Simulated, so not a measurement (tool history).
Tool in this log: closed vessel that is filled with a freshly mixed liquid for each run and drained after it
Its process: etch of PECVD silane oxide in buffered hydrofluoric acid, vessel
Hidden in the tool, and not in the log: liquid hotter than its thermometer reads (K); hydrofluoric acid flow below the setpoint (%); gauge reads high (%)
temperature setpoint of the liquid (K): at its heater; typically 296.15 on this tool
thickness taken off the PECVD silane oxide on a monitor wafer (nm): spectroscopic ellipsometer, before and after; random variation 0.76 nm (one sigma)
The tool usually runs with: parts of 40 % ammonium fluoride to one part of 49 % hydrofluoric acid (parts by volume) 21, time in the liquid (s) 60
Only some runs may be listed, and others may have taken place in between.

run   hour  temperature setpoint of the liquid (K)  parts of 40 % ammonium fluoride to one part of 49 % hydrofluoric acid (parts by volume)  time in the liquid (s)  wafers since the last listed run  hours since the thermometer was replaced  hours since the hydrofluoric acid flow meter was replaced  hours since the gauge calibration  read-back film thickness of the PECVD silane oxide reference wafer, read on the same gauge (nm)  thickness taken off the PECVD silane oxide on a monitor wafer (nm)
  1      0                                  296.15                                                                                     17.5                      45                                 0                                    1913.9                                                      482.2                                291                                                                                           140.69                                                               92.61
      31.4  -- hydrofluoric acid flow meter replaced
  2   31.9                                  296.15                                                                                     17.5                      45                              4012                                    1945.8                                                        0.5                              322.9                                                                                           140.84                                                                91.7
  3   51.5                                  296.15                                                                                       21                      60                              2545                                    1965.4                                                       20.1                              342.5                                                                                           140.94                                                              104.48
  4   82.4                                  296.15                                                                                       21                      60                              4012                                    1996.3                                                         51                              373.4                                                                                           141.13                                                              105.04
  5  112.2                                  296.15                                                                                       21                      80                              3869                                    2026.1                                                       80.8                              403.2                                                                                           141.31                                                              138.45
  6  142.1                                  296.15                                                                                       21                      80                              3882                                      2056                                                      110.7                              433.1                                                                                            141.5                                                              138.17
  7  166.7                                  296.15                                                                                       21                      80                              3194                                    2080.6                                                      135.3                              457.7                                                                                            141.7                                                              140.11
  8  190.7                                  296.15                                                                                       21                      60                              3116                                    2104.6                                                      159.3                              481.7                                                                                           141.85                                                              105.29
  9  203.6                                  296.15                                                                                       21                      60                              1675                                    2117.5                                                      172.2                              494.6                                                                                              142                                                              106.66
 10  222.5                                  296.15                                                                                       21                      60                              2454                                    2136.4                                                      191.1                              513.5                                                                                           142.15                                                               106.2
 11  240.9                                  296.15                                                                                       21                      60                              2389                                    2154.8                                                      209.5                              531.9                                                                                           142.33                                                               106.9
 12  260.2                                  296.15                                                                                       21                      60                              2506                                    2174.1                                                      228.8                              551.2                                                                                           142.49                                                              106.23
 13    287                                  296.15                                                                                       21                      60                              3480                                    2200.9                                                      255.6                                578                                                                                           142.72                                                              105.66
 14  302.3                                  291.65                                                                                       21                      60                              1986                                    2216.2                                                      270.9                              593.3                                                                                           142.88                                                               82.89
 15  327.2                                  296.15                                                                                       21                      60                              3233                                    2241.1                                                      295.8                              618.2                                                                                           143.14                                                              106.85
       356  -- thermometer replaced
 16  356.5                                  300.65                                                                                       15                      40                              3675                                       0.5                                                      325.1                              647.5                                                                                           143.41                                                              124.92
 17  370.8                                  293.65                                                                                     16.5                      90                              1856                                      14.8                                                      339.4                              661.8                                                                                            143.6                                                              174.66
 18  392.4                                  293.15                                                                                       14                      90                              2804                                      36.4                                                        361                              683.4                                                                                           143.83                                                              200.03
     400.4  -- gauge calibrated
 19  411.5                                  292.15                                                                                     29.5                      40                              2480                                      55.5                                                      380.1                               11.1                                                                                           140.13                                                               43.68
 20  436.8                                  298.15                                                                                     25.5                      30                              3285                                      80.8                                                      405.4                               36.4                                                                                            140.1                                                               50.97
 21    457                                  296.15                                                                                       21                      60                              2623                                       101                                                      425.6                               56.6                                                                                           140.14                                                              104.71
 22  472.3                                  296.15                                                                                       21                      60                              1986                                     116.3                                                      440.9                               71.9                                                                                           140.14                                                              104.05
     514.7  -- hydrofluoric acid flow meter replaced
 23  523.2                                  296.15                                                                                       21                      60                              6479                                     167.2                                                        8.5                              122.8                                                                                           140.21                                                               103.6
 24  553.9                                  296.15                                                                                       16                      35                              3986                                     197.9                                                       39.2                              153.5                                                                                           140.32                                                               77.86
 25  574.8                                  296.15                                                                                       21                      60                              2714                                     218.8                                                       60.1                              174.4                                                                                           140.37                                                              105.23
 26  669.7                                  297.65                                                                                       15                      60                             12323                                     313.7                                                        155                              269.3                                                                                            140.7                                                              154.65

Consider 5 possible next runs. They are alternatives, not a sequence: every one starts from the tool as it was left by run 26. What does each give?
  A  670.4                                  296.15                                                                                       21                      90                                90                                     314.4                                                      155.7                                270                                                                                                ?                                                                   ?
  B  670.4                                  294.15                                                                                     28.5                      40                                90                                     314.4                                                      155.7                                270                                                                                                ?                                                                   ?
  C  670.4                                  294.15                                                                                       21                      60                                90                                     314.4                                                      155.7                                270                                                                                                ?                                                                   ?
  D  670.4                                  296.15                                                                                     14.5                      45                                90                                     314.4                                                      155.7                                270                                                                                                ?                                                                   ?
  E  670.4                                  296.15                                                                                       17                      60                                90                                     314.4                                                      155.7                                270                                                                                                ?                                                                   ?

run  read-back film thickness of the PECVD silane oxide reference wafer, read on the same gauge (nm)  thickness taken off the PECVD silane oxide on a monitor wafer (nm)
  A                                                                                           140.71                                                              156.56
  B                                                                                           140.71                                                               50.44
  C                                                                                           140.71                                                               93.42
  D                                                                                           140.71                                                              111.13
  E                                                                                           140.71                                                              126.71
With no hidden state in the tool, these same runs would have given:
run  thickness taken off the PECVD silane oxide on a monitor wafer (nm)
  A                                                              155.78
  B                                                               50.19
  C                                                               92.95
  D                                                              110.57
  E                                                              126.07
